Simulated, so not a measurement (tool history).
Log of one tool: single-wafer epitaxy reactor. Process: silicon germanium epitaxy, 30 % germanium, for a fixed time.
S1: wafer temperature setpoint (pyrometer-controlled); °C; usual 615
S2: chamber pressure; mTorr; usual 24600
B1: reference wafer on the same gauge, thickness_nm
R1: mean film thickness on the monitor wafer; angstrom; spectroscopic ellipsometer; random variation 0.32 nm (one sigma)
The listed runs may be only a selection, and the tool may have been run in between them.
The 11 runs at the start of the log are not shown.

run   hour   S1     S2      B1       R1
 12  133.5  622  21900  80.131   830.43
 13    140  615  24600  80.141   782.87
     144.2  -- gauge calibrated
 14  156.6  623  24600  80.061   889.96
 15  209.1  622  22600  80.071   841.47
 16  222.6  611  19400  80.125   658.33
 17  237.9  622  20700  80.253   805.73
 18  251.1  601  20600  80.094   573.12
     279.2  -- pyrometer calibrated
 19  279.7  615  22200  80.075   800.57
 20  293.5  626  29000  80.174  1068.66
 21  306.6  602  29400  79.973   734.79
 22  356.6  624  21100  79.996   895.53
 23  371.4  615  24600  80.041   839.42
 24  385.3  615  30400  80.162   920.06
 25  394.5  619  28900  80.229    957.4
 26    406  615  30100  80.047   915.17
 27  414.6  601  30000  80.154   731.07
 28  432.5  615  20100  80.107   759.14
 29  445.4  625  24600  80.205    979.1
 30  459.7  615  24600  80.107   835.21
 31  469.4  628  28100    80.2  1078.83
 32    485  601  21000  79.958   616.83
 33  498.5  606  28300    80.1   765.78
 34    509  615  19000  80.049    735.1
 35  519.2  615  24600  80.148   837.38

Below are 4 alternative next runs, each starting from the tool's condition after run 35. Predict each:
  A  519.6  615  24600   ?   ?
  B  519.6  615  21100   ?   ?
  C  519.6  610  27400   ?   ?
  D  519.6  615  29400   ?   ?

run      B1      R1
  A  80.071  834.61
  B  80.071  777.44
  C  80.071  809.52
  D  80.071  904.57
Without the tool's unlogged condition, the same runs would have read:
run      R1
  A  839.98
  B  782.44
  C  814.79
  D   910.4
